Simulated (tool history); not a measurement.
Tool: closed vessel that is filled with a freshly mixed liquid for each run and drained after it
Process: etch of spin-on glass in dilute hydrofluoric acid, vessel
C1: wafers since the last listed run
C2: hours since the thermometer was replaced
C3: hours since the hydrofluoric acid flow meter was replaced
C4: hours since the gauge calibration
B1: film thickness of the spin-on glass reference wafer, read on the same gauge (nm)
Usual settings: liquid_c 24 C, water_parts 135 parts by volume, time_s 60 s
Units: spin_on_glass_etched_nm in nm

Run 1, hour 0: usual settings; C1 0; C2 1302.2; C3 403.4; C4 391; B1 58.56. Result: spin_on_glass_etched_nm 25.1 nm.
Run 2, hour 64.7: usual settings but liquid_c 27.5 C, time_s 70 s; C1 9480; C2 1366.9; C3 468.1; C4 455.7; B1 58.43. Result: spin_on_glass_etched_nm 33.42 nm.
Run 3, hour 170.3: usual settings but liquid_c 27.5 C, time_s 70 s; C1 15473; C2 1472.5; C3 573.7; C4 561.3; B1 58.24. Result: spin_on_glass_etched_nm 33.27 nm.
Run 4, hour 287.5: usual settings but liquid_c 27.5 C, time_s 70 s; C1 17173; C2 1589.7; C3 690.9; C4 678.5; B1 58.08. Result: spin_on_glass_etched_nm 33.08 nm.
Run 5, hour 363.2: usual settings but liquid_c 27.5 C, water_parts 190 parts by volume; C1 11092; C2 1665.4; C3 766.6; C4 754.2; B1 57.98. Result: spin_on_glass_etched_nm 18.79 nm.
Run 6, hour 426: usual settings; C1 9202; C2 1728.2; C3 829.4; C4 817; B1 57.97. Result: spin_on_glass_etched_nm 24.94 nm.
At hour 454.8: thermometer replaced.
Run 7, hour 620.4: usual settings; C1 28339; C2 165.6; C3 1023.8; C4 1011.4; B1 57.87. Result: spin_on_glass_etched_nm 24.87 nm.
Run 8, hour 688.2: usual settings; C1 9934; C2 233.4; C3 1091.6; C4 1079.2; B1 57.82. Result: spin_on_glass_etched_nm 24.89 nm.
Run 9, hour 753.2: usual settings; C1 9524; C2 298.4; C3 1156.6; C4 1144.2; B1 57.82. Result: spin_on_glass_etched_nm 24.92 nm.
Run 10, hour 825.8: usual settings but liquid_c 27.5 C, time_s 70 s; C1 10638; C2 371; C3 1229.2; C4 1216.8; B1 57.76. Result: spin_on_glass_etched_nm 33.25 nm.
At hour 848.7: hydrofluoric acid flow meter replaced.
At hour 853.7: gauge calibrated.
Run 11, hour 873.7: usual settings but liquid_c 27 C, water_parts 200 parts by volume, time_s 45 s; C1 6872; C2 418.9; C3 25; C4 20; B1 60.19. Result: spin_on_glass_etched_nm 13.66 nm.
Run 12, hour 976.8: usual settings but liquid_c 28 C, water_parts 115 parts by volume, time_s 80 s; C1 15107; C2 522; C3 128.1; C4 123.1; B1 59.65. Result: spin_on_glass_etched_nm 47.92 nm.
Run 13, hour 1019.5: usual settings; C1 6256; C2 564.7; C3 170.8; C4 165.8; B1 59.47. Result: spin_on_glass_etched_nm 25.58 nm.
Run 14, hour 1094.3: usual settings but water_parts 100 parts by volume; C1 10960; C2 639.5; C3 245.6; C4 240.6; B1 59.22. Result: spin_on_glass_etched_nm 35.79 nm.
Run 15, hour 1138.6: usual settings but liquid_c 28.5 C; C1 6491; C2 683.8; C3 289.9; C4 284.9; B1 59.08. Result: spin_on_glass_etched_nm 30.04 nm.
Run 16, hour 1191.5: usual settings but liquid_c 20 C, time_s 30 s; C1 7751; C2 736.7; C3 342.8; C4 337.8; B1 58.95. Result: spin_on_glass_etched_nm 10.8 nm.

The same runs without the tool's hidden state, with the same run-to-run variation:
The hidden state here: liquid colder than its thermometer reads (K); hydrofluoric acid flow below the setpoint (%); gauge reads high (%).
run  spin_on_glass_etched_nm
  1                    25.72
  2                    34.33
  3                    34.28
  4                    34.17
  5                    19.44
  6                    25.82
  7                     25.8
  8                    25.84
  9                    25.88
 10                    34.54
 11                    13.62
 12                    48.19
 13                     25.8
 14                    36.26
 15                    30.51
 16                    10.99

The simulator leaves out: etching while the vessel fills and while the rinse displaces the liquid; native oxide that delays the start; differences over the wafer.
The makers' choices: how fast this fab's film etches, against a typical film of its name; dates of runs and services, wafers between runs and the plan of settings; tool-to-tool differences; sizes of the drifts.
